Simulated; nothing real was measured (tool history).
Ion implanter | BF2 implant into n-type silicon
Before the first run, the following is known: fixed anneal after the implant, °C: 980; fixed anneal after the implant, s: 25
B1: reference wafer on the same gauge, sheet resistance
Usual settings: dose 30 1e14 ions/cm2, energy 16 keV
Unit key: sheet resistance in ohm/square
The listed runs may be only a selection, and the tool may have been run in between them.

Run 1, hour 0: usual settings but dose 32.68 1e14 ions/cm2; B1 152.19. Result: sheet resistance 188 ohm/square.
Run 2, hour 13.9: usual settings but dose 32.68 1e14 ions/cm2; B1 152.1. Result: sheet resistance 187.64 ohm/square.
Run 3, hour 28.2: usual settings but dose 32.68 1e14 ions/cm2; B1 152.01. Result: sheet resistance 187.68 ohm/square.
Run 4, hour 45.2: usual settings; B1 151.9. Result: sheet resistance 189.33 ohm/square.
Run 5, hour 57: usual settings but energy 18.5 keV; B1 151.82. Result: sheet resistance 177.5 ohm/square.
Run 6, hour 63: usual settings but energy 18.5 keV; B1 151.79. Result: sheet resistance 177.51 ohm/square.
Run 7, hour 70.4: usual settings but dose 33.2 1e14 ions/cm2, energy 19.5 keV; B1 151.79. Result: sheet resistance 171.81 ohm/square.
Run 8, hour 82.9: usual settings but dose 33.2 1e14 ions/cm2, energy 19.5 keV; B1 151.78. Result: sheet resistance 171.37 ohm/square.
Run 9, hour 91.1: usual settings; B1 151.65. Result: sheet resistance 189.73 ohm/square.
Run 10, hour 98.3: usual settings; B1 151.67. Result: sheet resistance 189.28 ohm/square.
Run 11, hour 113.6: usual settings; B1 151.62. Result: sheet resistance 189.21 ohm/square.
Run 12, hour 124.6: usual settings but energy 13.5 keV; B1 151.6. Result: sheet resistance 203.68 ohm/square.
Run 13, hour 140.2: usual settings but energy 13.5 keV; B1 151.57. Result: sheet resistance 203.76 ohm/square.
Run 14, hour 150: usual settings but energy 20 keV; B1 151.54. Result: sheet resistance 170.4 ohm/square.
Run 15, hour 162.7: usual settings but energy 20 keV; B1 151.49. Result: sheet resistance 170.4 ohm/square.
Run 16, hour 171.6: usual settings but energy 20 keV; B1 151.45. Result: sheet resistance 170.43 ohm/square.
Run 17, hour 181.4: usual settings; B1 151.45. Result: sheet resistance 188.46 ohm/square.
At hour 203: extraction supply calibrated.
Run 18, hour 203.5: usual settings; B1 151.43. Result: sheet resistance 188.72 ohm/square.
Run 19, hour 212.5: usual settings but dose 27.41 1e14 ions/cm2, energy 17.5 keV; B1 151.41. Result: sheet resistance 183.17 ohm/square.
Run 20, hour 221.3: usual settings; B1 151.36. Result: sheet resistance 188.98 ohm/square.
Run 21, hour 236.3: usual settings; B1 151.38. Result: sheet resistance 189.28 ohm/square.
Run 22, hour 250.1: usual settings but dose 35.15 1e14 ions/cm2, energy 20.5 keV; B1 151.43. Result: sheet resistance 166.38 ohm/square.
Run 23, hour 256.9: usual settings but dose 22.05 1e14 ions/cm2, energy 12.5 keV; B1 151.37. Result: sheet resistance 217.23 ohm/square.
Run 24, hour 274: usual settings; B1 151.37. Result: sheet resistance 188.67 ohm/square.
At hour 299.5: Faraday cup replaced and dose calibrated.
Run 25, hour 300: usual settings but dose 33.86 1e14 ions/cm2, energy 19.5 keV; B1 151.34. Result: sheet resistance 170.45 ohm/square.
At hour 305.6: gauge calibrated.
Run 26, hour 306.4: usual settings but dose 33.52 1e14 ions/cm2, energy 17.5 keV; B1 153.08. Result: sheet resistance 181.13 ohm/square.
Run 27, hour 320.1: usual settings but energy 10.5 keV; B1 152.92. Result: sheet resistance 227.35 ohm/square.
Run 28, hour 361.1: usual settings but dose 37.91 1e14 ions/cm2; B1 152.54. Result: sheet resistance 185.98 ohm/square.
Run 29, hour 371.8: usual settings but dose 26.7 1e14 ions/cm2; B1 152.39. Result: sheet resistance 192.9 ohm/square.
Run 30, hour 381.5: usual settings; B1 152.39. Result: sheet resistance 190.14 ohm/square.
Run 31, hour 392.9: usual settings but dose 34.28 1e14 ions/cm2, energy 20 keV; B1 152.24. Result: sheet resistance 169.22 ohm/square.
Run 32, hour 405.6: usual settings but dose 37.2 1e14 ions/cm2, energy 14.5 keV; B1 152.2. Result: sheet resistance 194.37 ohm/square.
Run 33, hour 417.8: usual settings but dose 24.47 1e14 ions/cm2, energy 12 keV; B1 152.17. Result: sheet resistance 219.18 ohm/square.
Run 34, hour 432.2: usual settings but dose 27.08 1e14 ions/cm2, energy 19 keV; B1 152.04. Result: sheet resistance 177.25 ohm/square.
Run 35, hour 445.7: usual settings but dose 37.65 1e14 ions/cm2, energy 12 keV; B1 152.07. Result: sheet resistance 209.69 ohm/square.
Run 36, hour 461.9: usual settings; B1 151.94. Result: sheet resistance 189.75 ohm/square.
Run 37, hour 479.4: usual settings but dose 34.45 1e14 ions/cm2, energy 14 keV; B1 151.93. Result: sheet resistance 198.45 ohm/square.

Alternative continuations, all from the tool just after run 37; predict every row:
Run A, hour 479.8: usual settings; B1 ?. Result: sheet resistance ?.
Run B, hour 479.8: usual settings but dose 23 1e14 ions/cm2; B1 ?. Result: sheet resistance ?.
Run C, hour 479.8: usual settings but dose 33.8 1e14 ions/cm2, energy 17.5 keV; B1 ?. Result: sheet resistance ?.
Run D, hour 479.8: usual settings but dose 21.01 1e14 ions/cm2; B1 ?. Result: sheet resistance ?.

run      B1  sheet resistance
  A  151.93            189.07
  B  151.93            194.43
  C  151.93            179.46
  D  151.93            196.42
With no hidden state in the tool, these same runs would have given:
run  sheet resistance
  A            190.44
  B            195.84
  C            180.76
  D            197.85
